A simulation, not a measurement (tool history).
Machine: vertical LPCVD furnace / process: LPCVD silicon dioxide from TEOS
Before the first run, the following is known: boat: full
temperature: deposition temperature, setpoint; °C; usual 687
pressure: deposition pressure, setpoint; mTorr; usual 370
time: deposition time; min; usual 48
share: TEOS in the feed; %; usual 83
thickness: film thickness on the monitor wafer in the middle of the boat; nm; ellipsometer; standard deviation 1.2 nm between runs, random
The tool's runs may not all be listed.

run     day  temperature  pressure  time  share  read-back reference wafer on the same gauge, thickness  thickness
  1       0          693       420    48     83                                                  282.17      420.5
  2   2.842          693       420    48     83                                                  281.99     420.87
  3   4.846          687       370    48     83                                                  282.05     342.87
  4   6.625          687       370    48     83                                                  282.08     341.28
  5   9.096          687       370    48     83                                                  281.74     342.05
  6  11.917          687       370    48     83                                                  281.86     344.22
  7  13.179          687       370    48     83                                                  282.17     344.12
  8  15.629          687       370    48     83                                                  282.08     344.77
  9  17.242          687       370    48     83                                                   282.1     342.88
 10  19.346          687       370    48     83                                                  282.06     344.52
 11    20.7          687       370    48     83                                                  281.83     344.51
 12  23.242          687       370    48     83                                                  281.98     344.75
 13  25.467          687       370    48     67                                                  282.03     308.42
 14  29.717          687       370    62     83                                                  282.23     456.54
 15  31.429          687       435  55.5     83                                                  281.91     440.82
 16  33.892          698       370    48     83                                                   282.2     459.15
 17  35.196          679       290    36     67                                                  282.27     173.13
 18  43.717          687       370    48     83                                                  281.86     354.55
 19  46.342          687       370    66     83                                                  281.94     458.41
 20  47.704          677       370    48     79                                                  281.97     255.24
 21  50.683          678       370    54     83                                                  281.79     300.83
 22  57.208          687       435  55.5     83                                                  281.92     416.35
 23  59.242          687       370    48     83                                                  281.93      333.3
 24  62.171          687       370    48     83                                                  282.04     333.37
 25  64.146          687       370    48     83                                                  281.89     334.61
 26  65.171          690       370    48     83                                                  281.98     360.37
 27  66.554          687       370    43     96                                                  282.16     320.97
 28  68.488          687       285    32     77                                                  282.04     189.34
 29  69.975          687       370  40.5     92                                                  281.68     298.17
 30  72.621          687       370    48     90                                                  281.99     348.18
 31  74.204          687       370  62.5     83                                                  281.93     437.18
 32  75.775          687       370    48     83                                                  282.12     336.01

Between the runs listed above, the log contained 5 entries, not reproduced here. Where in the sequence does each belong, and how does what the log doesn't record of the tool's condition differ from the listed run before to the listed run after?
From run 11 to run 12: gauge calibrated (day 21.167)
  true tube temperature minus thermocouple reading, K: 1.35 -> 1.38
  measured less the result without the state, thickness: +10.94 -> +11.15 nm
From run 13 to run 14: pressure gauge zeroed (day 28.508); thermocouples replaced and temperature profile calibrated (day 29.696)
  true tube temperature minus thermocouple reading, K: 1.4 -> 2.55
  measured less the result without the state, thickness: +10.13 -> +26.88 nm
From run 18 to run 19: thermocouples replaced and temperature profile calibrated, repeated, since the last time left the tool worse (day 46.321)
  true tube temperature minus thermocouple reading, K: 2.68 -> 0.1
  measured less the result without the state, thickness: +21.97 -> +1.1 nm
From run 21 to run 22: TEOS flow controller replaced (day 52.817)
  true tube temperature minus thermocouple reading, K: 0.143 -> 0.207
  measured less the result without the state, thickness: +1.05 -> +2.05 nm
